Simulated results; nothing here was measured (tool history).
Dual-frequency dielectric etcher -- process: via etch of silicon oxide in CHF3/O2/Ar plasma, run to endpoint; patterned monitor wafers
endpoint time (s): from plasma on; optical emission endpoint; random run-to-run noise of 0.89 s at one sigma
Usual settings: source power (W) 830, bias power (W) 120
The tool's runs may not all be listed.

run   hour  source power (W)  bias power (W)  wafers since the last listed run  hours since the last wet clean  hours since the last source power generator calibration  hours since the last bias power generator calibration  hours since the last upper electrode change  incoming incoming film thickness, nm  endpoint time (s)
  1      0               740             120                                 0                           443.4                                                     2151                                                 4222.5                                         4307                                 608.9              280.6
  2   13.9               740             120                                57                           457.3                                                   2164.9                                                 4236.4                                       4320.9                                 605.7              278.7
  3   31.8               830             120                                74                           475.2                                                   2182.8                                                 4254.3                                       4338.8                                 606.2              264.9
  4   45.4               830             120                                56                           488.8                                                   2196.4                                                 4267.9                                       4352.4                                 601.8              261.7
  5   56.8               830             120                                47                           500.2                                                   2207.8                                                 4279.3                                       4363.8                                 606.1              264.5
  6   66.9               830             120                                41                           510.3                                                   2217.9                                                 4289.4                                       4373.9                                 609.7                267
  7   73.5               830             120                                27                           516.9                                                   2224.5                                                   4296                                       4380.5                                 614.7                268
  8     86               830             120                                51                           529.4                                                     2237                                                 4308.5                                         4393                                 607.2                265
  9   92.3               830             120                                26                           535.7                                                   2243.3                                                 4314.8                                       4399.3                                 607.6              265.3
       123  -- wet clean of the chamber
 10  123.5               830             120                                29                             0.5                                                   2274.5                                                   4346                                       4430.5                                 600.4              266.8
 11  123.9               830             120                                 0                             0.9                                                   2274.9                                                 4346.4                                       4430.9                                 599.2              267.2
     127.7  -- source power generator calibrated
 12  128.2               830             120                                 1                             5.2                                                      0.5                                                 4350.7                                       4435.2                                 603.8              268.1
 13  136.3               830             120                                33                            13.3                                                      8.6                                                 4358.8                                       4443.3                                 605.7              268.7
 14  143.8               740             120                                31                            20.8                                                     16.1                                                 4366.3                                       4450.8                                 608.6              283.1
 15  151.1               830             106                                30                            28.1                                                     23.4                                                 4373.6                                       4458.1                                 596.8              270.8
     195.7  -- bias power generator calibrated
 16  196.2               830             128                               170                            73.2                                                     68.5                                                    0.5                                       4503.2                                 608.7              266.2
 17  207.1               740             120                                45                            84.1                                                     79.4                                                   11.4                                       4514.1                                 608.6              282.3
 18    225               640             149                                74                             102                                                     97.3                                                   29.3                                         4532                                 611.4              288.6
     261.6  -- upper electrode replaced
 19  262.1               710             134                                54                           139.1                                                    134.4                                                   66.4                                          0.5                                 607.7              280.8
 20  262.5               640             135                                 1                           139.5                                                    134.8                                                   66.8                                          0.9                                 607.4              293.8
 21  267.4               930             120                                20                           144.4                                                    139.7                                                   71.7                                          5.8                                 605.3                256
 22  275.7               620              93                                34                           152.7                                                      148                                                     80                                         14.1                                 603.6              317.2

What does the tool deliver on the next run?
 23  299.1               830             120                                97                           176.1                                                    171.4                                                  103.4                                         37.5                                 609.4                  ?

{"run 23": {"endpoint time (s)": 268.4}}
Minus the tool's unlogged condition, the same run would have read endpoint time (s) 271.3.
